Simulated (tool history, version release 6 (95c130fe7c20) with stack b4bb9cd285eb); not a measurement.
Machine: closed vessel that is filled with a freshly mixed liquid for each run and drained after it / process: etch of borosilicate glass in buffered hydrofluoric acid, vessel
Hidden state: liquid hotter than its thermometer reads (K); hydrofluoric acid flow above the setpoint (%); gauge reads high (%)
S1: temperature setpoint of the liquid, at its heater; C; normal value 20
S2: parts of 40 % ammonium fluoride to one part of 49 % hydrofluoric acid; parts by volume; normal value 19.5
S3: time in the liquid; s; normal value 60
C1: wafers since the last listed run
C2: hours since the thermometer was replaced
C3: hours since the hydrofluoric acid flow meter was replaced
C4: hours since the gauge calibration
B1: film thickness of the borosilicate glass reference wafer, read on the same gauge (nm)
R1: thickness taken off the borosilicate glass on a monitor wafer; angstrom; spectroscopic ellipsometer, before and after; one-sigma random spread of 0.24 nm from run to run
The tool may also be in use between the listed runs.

{"run": 1, "hour": 0.0, "S1": 20, "S2": 19.5, "S3": 45, "C1": 0, "C2": 1678.6, "C3": 827.8, "C4": 206.6, "B1": 50.02, "R1": 263.9}
{"run": 2, "hour": 11.9, "S1": 20, "S2": 19.5, "S3": 45, "C1": 1557, "C2": 1690.5, "C3": 839.7, "C4": 218.5, "B1": 50, "R1": 263.3}
{"run": 3, "hour": 27.1, "S1": 17, "S2": 19.5, "S3": 60, "C1": 1989, "C2": 1705.7, "C3": 854.9, "C4": 233.7, "B1": 49.99, "R1": 297.2}
{"run": 4, "hour": 42.9, "S1": 20, "S2": 19.5, "S3": 60, "C1": 2067, "C2": 1721.5, "C3": 870.7, "C4": 249.5, "B1": 49.99, "R1": 351.7}
{"run": 5, "hour": 60.3, "S1": 20, "S2": 19.5, "S3": 80, "C1": 2277, "C2": 1738.9, "C3": 888.1, "C4": 266.9, "B1": 49.98, "R1": 470.8}
{"run": 6, "hour": 75.0, "S1": 20, "S2": 19.5, "S3": 80, "C1": 1923, "C2": 1753.6, "C3": 902.8, "C4": 281.6, "B1": 50.01, "R1": 466.8}
{"run": 7, "hour": 85.7, "S1": 20, "S2": 19.5, "S3": 80, "C1": 1400, "C2": 1764.3, "C3": 913.5, "C4": 292.3, "B1": 49.98, "R1": 467.9}
{"run": 8, "hour": 100.1, "S1": 20, "S2": 19.5, "S3": 60, "C1": 1884, "C2": 1778.7, "C3": 927.9, "C4": 306.7, "B1": 50.01, "R1": 344.8}
{"run": 9, "hour": 117.6, "S1": 20, "S2": 19.5, "S3": 60, "C1": 2290, "C2": 1796.2, "C3": 945.4, "C4": 324.2, "B1": 50, "R1": 352.8}
{"run": 10, "hour": 136.8, "S1": 20, "S2": 19.5, "S3": 60, "C1": 2512, "C2": 1815.4, "C3": 964.6, "C4": 343.4, "B1": 49.99, "R1": 349.2}
{"hour": 142.6, "done": "gauge calibrated"}
{"run": 11, "hour": 143.8, "S1": 20, "S2": 23.5, "S3": 90, "C1": 916, "C2": 1822.4, "C3": 971.6, "C4": 1.2, "B1": 50, "R1": 458}
{"run": 12, "hour": 161.5, "S1": 20, "S2": 11.5, "S3": 60, "C1": 2316, "C2": 1840.1, "C3": 989.3, "C4": 18.9, "B1": 50.01, "R1": 593.4}
{"run": 13, "hour": 178.3, "S1": 20, "S2": 19.5, "S3": 60, "C1": 2198, "C2": 1856.9, "C3": 1006.1, "C4": 35.7, "B1": 50.03, "R1": 351}
{"run": 14, "hour": 191.3, "S1": 22, "S2": 12, "S3": 90, "C1": 1701, "C2": 1869.9, "C3": 1019.1, "C4": 48.7, "B1": 49.99, "R1": 954.2}
{"run": 15, "hour": 207.3, "S1": 20, "S2": 19.5, "S3": 60, "C1": 2093, "C2": 1885.9, "C3": 1035.1, "C4": 64.7, "B1": 50, "R1": 355.3}
{"hour": 217.1, "done": "thermometer replaced"}
{"run": 16, "hour": 217.6, "S1": 20, "S2": 19.5, "S3": 60, "C1": 1217, "C2": 0.5, "C3": 1045.4, "C4": 75, "B1": 50, "R1": 304.4}
{"run": 17, "hour": 231.0, "S1": 20, "S2": 14, "S3": 85, "C1": 1753, "C2": 13.9, "C3": 1058.8, "C4": 88.4, "B1": 50, "R1": 594.3}
{"run": 18, "hour": 238.8, "S1": 22, "S2": 19.5, "S3": 70, "C1": 1020, "C2": 21.7, "C3": 1066.6, "C4": 96.2, "B1": 50, "R1": 398.5}
{"run": 19, "hour": 250.7, "S1": 20, "S2": 19.5, "S3": 60, "C1": 1557, "C2": 33.6, "C3": 1078.5, "C4": 108.1, "B1": 49.98, "R1": 306.9}
{"hour": 259.2, "done": "hydrofluoric acid flow meter replaced"}
{"run": 20, "hour": 260.5, "S1": 20, "S2": 22.5, "S3": 60, "C1": 1151, "C2": 43.4, "C3": 1.3, "C4": 117.9, "B1": 50, "R1": 272.1}

Estimate the outcome of run 21 from the log above:
{"run": 21, "hour": 278.0, "S1": 17, "S2": 16, "S3": 35, "C1": 2290, "C2": 60.9, "C3": 18.8, "C4": 135.4, "B1": "?", "R1": "?"}

{"run 21": {"B1": 50.01, "R1": 182.2}}
With no hidden state in the tool, this same run would have given R1 181.3 angstrom.
